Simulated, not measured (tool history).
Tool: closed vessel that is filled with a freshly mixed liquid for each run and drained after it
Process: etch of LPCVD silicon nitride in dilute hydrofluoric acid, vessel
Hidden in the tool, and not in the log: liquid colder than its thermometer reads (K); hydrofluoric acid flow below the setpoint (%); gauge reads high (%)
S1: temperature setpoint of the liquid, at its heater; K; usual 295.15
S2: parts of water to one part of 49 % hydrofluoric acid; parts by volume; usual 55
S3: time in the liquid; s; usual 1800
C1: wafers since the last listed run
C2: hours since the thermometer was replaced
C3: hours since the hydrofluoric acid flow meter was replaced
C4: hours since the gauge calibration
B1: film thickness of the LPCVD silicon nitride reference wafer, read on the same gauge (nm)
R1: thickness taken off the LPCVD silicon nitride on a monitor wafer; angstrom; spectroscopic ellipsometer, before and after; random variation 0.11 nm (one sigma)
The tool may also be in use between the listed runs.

run 1 hour=0 | S1=295.15 S2=65 S3=1800 | C1=0 C2=412.5 C3=1281 C4=533.5 | B1=40.02 | R1=125
run 2 hour=11.3 | S1=295.15 S2=65 S3=1800 | C1=424 C2=423.8 C3=1292.3 C4=544.8 | B1=40.01 | R1=123.7
run 3 hour=20.5 | S1=295.15 S2=65 S3=1800 | C1=345 C2=433 C3=1301.5 C4=554 | B1=40 | R1=124.8
run 4 hour=32.1 | S1=295.15 S2=55 S3=1800 | C1=436 C2=444.6 C3=1313.1 C4=565.6 | B1=39.99 | R1=144
run 5 hour=41.7 | S1=295.15 S2=55 S3=1800 | C1=361 C2=454.2 C3=1322.7 C4=575.2 | B1=39.98 | R1=144.1
run 6 hour=52.1 | S1=295.15 S2=55 S3=1800 | C1=391 C2=464.6 C3=1333.1 C4=585.6 | B1=40 | R1=145.6
run 7 hour=62.1 | S1=295.15 S2=40 S3=1365 | C1=376 C2=474.6 C3=1343.1 C4=595.6 | B1=40 | R1=150.1
-- hour=69 hydrofluoric acid flow meter replaced
run 8 hour=69.5 | S1=295.15 S2=40 S3=1365 | C1=240 C2=482 C3=0.5 C4=603 | B1=40 | R1=150.7
run 9 hour=77.7 | S1=295.15 S2=40 S3=1365 | C1=308 C2=490.2 C3=8.7 C4=611.2 | B1=40.01 | R1=148.9
-- hour=93.2 thermometer replaced
run 10 hour=93.7 | S1=295.15 S2=40 S3=1800 | C1=564 C2=0.5 C3=24.7 C4=627.2 | B1=39.98 | R1=191.9
-- hour=100 gauge calibrated
run 11 hour=100.3 | S1=295.15 S2=40 S3=1800 | C1=248 C2=7.1 C3=31.3 C4=0.3 | B1=39.99 | R1=190.2
run 12 hour=117.1 | S1=295.15 S2=55 S3=1800 | C1=631 C2=23.9 C3=48.1 C4=17.1 | B1=39.99 | R1=139.5
run 13 hour=133.6 | S1=295.15 S2=80 S3=1800 | C1=620 C2=40.4 C3=64.6 C4=33.6 | B1=39.98 | R1=96.5
run 14 hour=180.9 | S1=295.15 S2=55 S3=2790 | C1=1778 C2=87.7 C3=111.9 C4=80.9 | B1=39.99 | R1=211.3
run 15 hour=189 | S1=295.15 S2=55 S3=865 | C1=304 C2=95.8 C3=120 C4=89 | B1=40 | R1=66.6
run 16 hour=195 | S1=297.65 S2=45 S3=1530 | C1=225 C2=101.8 C3=126 C4=95 | B1=40.03 | R1=170.5
-- hour=200.9 thermometer replaced, repeated, since the last time left the tool worse
run 17 hour=202.7 | S1=297.65 S2=80 S3=1800 | C1=251 C2=1.8 C3=133.7 C4=102.7 | B1=39.97 | R1=124.3
run 18 hour=214.6 | S1=292.15 S2=40 S3=2860 | C1=447 C2=13.7 C3=145.6 C4=114.6 | B1=39.98 | R1=265.8
run 19 hour=225.9 | S1=295.15 S2=55 S3=1800 | C1=424 C2=25 C3=156.9 C4=125.9 | B1=40 | R1=151.4
run 20 hour=241.5 | S1=295.15 S2=65 S3=1800 | C1=586 C2=40.6 C3=172.5 C4=141.5 | B1=39.98 | R1=130.1
run 21 hour=249.3 | S1=297.65 S2=55 S3=1800 | C1=293 C2=48.4 C3=180.3 C4=149.3 | B1=39.98 | R1=175.1
run 22 hour=255.6 | S1=290.15 S2=30 S3=1800 | C1=236 C2=54.7 C3=186.6 C4=155.6 | B1=39.99 | R1=190.3
run 23 hour=269.2 | S1=295.15 S2=55 S3=1800 | C1=511 C2=68.3 C3=200.2 C4=169.2 | B1=40.03 | R1=148.9
run 24 hour=278.4 | S1=295.15 S2=55 S3=795 | C1=345 C2=77.5 C3=209.4 C4=178.4 | B1=39.98 | R1=66
run 25 hour=294.6 | S1=295.15 S2=55 S3=720 | C1=609 C2=93.7 C3=225.6 C4=194.6 | B1=39.99 | R1=59.7
run 26 hour=311.4 | S1=290.15 S2=65 S3=2140 | C1=631 C2=110.5 C3=242.4 C4=211.4 | B1=39.98 | R1=106.8
run 27 hour=325.3 | S1=295.15 S2=40 S3=2095 | C1=522 C2=124.4 C3=256.3 C4=225.3 | B1=39.97 | R1=237.7
run 28 hour=336.4 | S1=295.15 S2=55 S3=1800 | C1=417 C2=135.5 C3=267.4 C4=236.4 | B1=40.02 | R1=151.7
run 29 hour=348.6 | S1=295.15 S2=55 S3=1800 | C1=458 C2=147.7 C3=279.6 C4=248.6 | B1=40.02 | R1=149.9
run 30 hour=362 | S1=291.15 S2=55 S3=2325 | C1=503 C2=161.1 C3=293 C4=262 | B1=40 | R1=146.1
run 31 hour=373.4 | S1=295.15 S2=35 S3=1800 | C1=428 C2=172.5 C3=304.4 C4=273.4 | B1=40 | R1=228.6
run 32 hour=390.1 | S1=295.15 S2=55 S3=1800 | C1=628 C2=189.2 C3=321.1 C4=290.1 | B1=39.98 | R1=149.7
run 33 hour=404.4 | S1=297.15 S2=55 S3=890 | C1=537 C2=203.5 C3=335.4 C4=304.4 | B1=39.99 | R1=83.7

Forecast each of these 3 alternatives for the next run:
run A hour=405.5 | S1=295.15 S2=55 S3=1040 | C1=41 C2=204.6 C3=336.5 C4=305.5 | B1=? | R1=?
run B hour=405.5 | S1=298.65 S2=75 S3=840 | C1=41 C2=204.6 C3=336.5 C4=305.5 | B1=? | R1=?
run C hour=405.5 | S1=299.65 S2=55 S3=1120 | C1=41 C2=204.6 C3=336.5 C4=305.5 | B1=? | R1=?

run=A B1=39.98 R1=86
run=B B1=39.98 R1=64.8
run=C B1=39.98 R1=125.4
Without the tool's hidden state the same runs would have given:
run=A R1=88.6
run=B R1=66.7
run=C R1=129
